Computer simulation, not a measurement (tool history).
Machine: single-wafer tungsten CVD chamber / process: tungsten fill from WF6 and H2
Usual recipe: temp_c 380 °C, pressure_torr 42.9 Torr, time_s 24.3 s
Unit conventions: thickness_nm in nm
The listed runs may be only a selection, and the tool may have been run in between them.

run,hour,temp_c,pressure_torr,time_s,"read-back reference wafer on the same gauge, thickness_nm",thickness_nm
1,0.0,368,42.9,24.3,48.535,41.963
2,26.5,380,42.9,21.0,48.541,46.253
3,66.0,380,42.9,21.0,48.612,45.513
4,120.7,380,47.7,24.3,48.558,56.446
5,151.7,380,47.7,24.3,48.393,56.025
6,182.0,377,42.9,24.3,48.571,49.750
7,210.9,377,42.9,24.3,48.434,49.456
8,235.4,380,42.9,26.6,48.495,57.891
9,280.0,380,42.9,26.6,48.458,57.941
10,347.7,380,49.8,21.7,48.535,50.672
11,377.5,380,49.8,21.7,48.510,49.719
12,418.1,377,42.9,24.3,48.434,48.344
13,466.0,380,42.9,24.3,48.414,50.693
14,534.6,380,32.9,24.3,48.497,43.839
15,665.2,368,46.0,20.3,48.527,34.677
16,713.7,380,42.9,28.7,48.549,60.391
17,776.1,386,47.9,19.5,48.565,52.599
18,825.9,374,47.3,21.6,48.476,45.251
19,872.2,380,42.9,24.3,48.330,54.422
20,902.4,374,50.3,24.3,48.330,53.029
21,950.0,380,42.9,24.3,48.392,54.651
22,1097.2,380,33.9,23.0,48.440,45.167
23,1132.4,380,42.9,26.6,48.460,60.116
24,1202.6,390,42.9,24.3,48.631,65.978
25,1263.8,386,47.1,24.3,48.587,64.030
26,1293.5,393,42.9,20.0,48.539,58.108
27,1319.9,387,50.6,28.5,48.423,80.161
28,1367.9,380,36.3,26.8,48.461,54.177
29,1422.9,390,42.9,24.3,48.332,66.296
30,1452.4,380,42.9,24.3,48.504,54.752
31,1488.1,380,42.9,24.3,48.504,54.409
32,1518.7,366,40.0,26.7,48.578,43.262
33,1590.4,389,50.0,24.3,48.381,70.568

Withheld: 5 entries from between the runs. Position of each, and hidden state at the listed run before versus the listed run after:
Logged between run 5 and run 6: gauge calibrated (hour 152.5)
  true pressure above the setpoint (%): -4.87 -> -5.06
  difference, measured minus the result without the unlogged condition, thickness_nm: -1.628 -> -1.525 nm
Logged between run 10 and run 11: capacitance manometer re-zeroed and calibrated (hour 362.7)
  true pressure above the setpoint (%): -6.13 -> -10.1
  difference, measured minus the result without the unlogged condition, thickness_nm: -1.873 -> -3.159 nm
Logged between run 14 and run 15: thermocouple changed; heater temperature recalibrated (hour 582.9)
  true pressure above the setpoint (%): -10.2 -> -10.3
  difference, measured minus the result without the unlogged condition, thickness_nm: -2.943 -> -2.258 nm
Logged between run 16 and run 17: capacitance manometer re-zeroed and calibrated, repeated, since the last time left the tool worse (hour 769.9)
  true pressure above the setpoint (%): -10.3 -> 0.673
  difference, measured minus the result without the unlogged condition, thickness_nm: -4.003 -> +0.200 nm
Logged between run 21 and run 22: showerhead replaced (hour 1096.7)
  true pressure above the setpoint (%): 0.618 -> 0.494
  difference, measured minus the result without the unlogged condition, thickness_nm: +0.194 -> +0.131 nm

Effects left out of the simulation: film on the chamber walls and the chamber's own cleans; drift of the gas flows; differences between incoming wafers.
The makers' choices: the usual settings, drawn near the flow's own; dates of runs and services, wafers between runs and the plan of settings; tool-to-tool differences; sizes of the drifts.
